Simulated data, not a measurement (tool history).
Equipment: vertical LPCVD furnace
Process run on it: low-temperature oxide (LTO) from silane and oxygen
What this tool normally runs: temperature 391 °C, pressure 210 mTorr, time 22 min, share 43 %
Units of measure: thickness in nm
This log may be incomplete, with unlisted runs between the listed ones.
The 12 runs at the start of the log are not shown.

run    hour  temperature  pressure  time  share  read-back reference wafer on the same gauge, thickness  thickness
      679.5  -- pressure gauge zeroed
 13   694.3          391       210    19     43                                                  227.82     180.28
 14   732.4          383       240    22     39                                                  227.65     194.51
 15   761.4          391       210    22     43                                                  227.54     208.75
 16   785.8          402       160    19     43                                                  228.03     154.62
        812  -- gauge calibrated
 17   829.9          391       210    22     43                                                  227.87     207.52
      865.2  -- thermocouples replaced and temperature profile calibrated
 18   865.7          391       210    22     43                                                  227.88     199.66
 19   911.3          391       210    22     36                                                  227.82     160.46
 20   939.2          398       255  29.5     37                                                  228.26     292.51
 21   977.8          391       185  27.5     48                                                  228.08     247.68
 22  1028.3          391       210    29     43                                                  227.95     264.03
 23    1093          391       210    22     43                                                  227.68     200.75
 24  1131.3          386       240  15.5     48                                                  228.29     171.06
 25  1183.6          402       210    22     43                                                  227.82     224.59
 26  1241.6          387       210    22     43                                                  227.94     193.03

Run 27 is up next; what results do you expect?
 27  1428.2          391       260    22     50                                                       ?          ?

For run 27 the tool returned read-back reference wafer on the same gauge, thickness 227.94, thickness 289.97 nm.
On a tool with no hidden condition, and with the same random variation, this run would have come out at thickness 290.21 nm.
